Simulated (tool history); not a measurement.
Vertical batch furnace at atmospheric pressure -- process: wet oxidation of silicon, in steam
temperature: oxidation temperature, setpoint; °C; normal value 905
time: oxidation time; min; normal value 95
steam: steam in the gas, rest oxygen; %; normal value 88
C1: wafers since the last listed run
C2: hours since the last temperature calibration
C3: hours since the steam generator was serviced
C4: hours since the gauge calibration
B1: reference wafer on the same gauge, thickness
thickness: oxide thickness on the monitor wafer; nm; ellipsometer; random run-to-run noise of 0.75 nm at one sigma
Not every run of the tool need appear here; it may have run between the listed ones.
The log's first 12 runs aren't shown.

{"run": 13, "hour": 1058.0, "temperature": 905, "time": 95, "steam": 88, "C1": 1265, "C2": 536.3, "C3": 1292.7, "C4": 1646.7, "B1": 307.06, "thickness": 356.18}
{"run": 14, "hour": 1161.1, "temperature": 905, "time": 127, "steam": 88, "C1": 1834, "C2": 639.4, "C3": 1395.8, "C4": 1749.8, "B1": 306.9, "thickness": 434.11}
{"run": 15, "hour": 1337.6, "temperature": 905, "time": 127, "steam": 88, "C1": 3140, "C2": 815.9, "C3": 1572.3, "C4": 1926.3, "B1": 306.86, "thickness": 433.94}
{"hour": 1362.0, "done": "steam generator serviced"}
{"run": 16, "hour": 1435.2, "temperature": 905, "time": 127, "steam": 88, "C1": 1309, "C2": 913.5, "C3": 73.2, "C4": 2023.9, "B1": 307.37, "thickness": 429.83}
{"run": 17, "hour": 1536.5, "temperature": 905, "time": 95, "steam": 88, "C1": 1802, "C2": 1014.8, "C3": 174.5, "C4": 2125.2, "B1": 306.83, "thickness": 352.04}
{"run": 18, "hour": 1605.8, "temperature": 905, "time": 67.5, "steam": 88, "C1": 1233, "C2": 1084.1, "C3": 243.8, "C4": 2194.5, "B1": 307.04, "thickness": 277.49}
{"run": 19, "hour": 1700.8, "temperature": 905, "time": 67.5, "steam": 88, "C1": 1690, "C2": 1179.1, "C3": 338.8, "C4": 2289.5, "B1": 307.26, "thickness": 277.17}
{"run": 20, "hour": 1806.2, "temperature": 905, "time": 95, "steam": 88, "C1": 1875, "C2": 1284.5, "C3": 444.2, "C4": 2394.9, "B1": 307.14, "thickness": 351.19}
{"run": 21, "hour": 1846.6, "temperature": 905, "time": 95, "steam": 88, "C1": 718, "C2": 1324.9, "C3": 484.6, "C4": 2435.3, "B1": 306.94, "thickness": 350.64}
{"run": 22, "hour": 1917.5, "temperature": 905, "time": 95, "steam": 88, "C1": 1261, "C2": 1395.8, "C3": 555.5, "C4": 2506.2, "B1": 307.01, "thickness": 351.8}
{"run": 23, "hour": 1988.4, "temperature": 905, "time": 50, "steam": 97, "C1": 1261, "C2": 1466.7, "C3": 626.4, "C4": 2577.1, "B1": 307.13, "thickness": 241.18}

Predict the results of run 24:
{"hour": 2022.3, "done": "gauge calibrated"}
{"run": 24, "hour": 2035.7, "temperature": 905, "time": 129.5, "steam": 76, "C1": 841, "C2": 1514, "C3": 673.7, "C4": 13.4, "B1": "?", "thickness": "?"}

B1: 306.89
thickness: 391.9 nm
Were there no unlogged condition in the tool, this run, its random variation unchanged, would have produced thickness 403.98 nm.
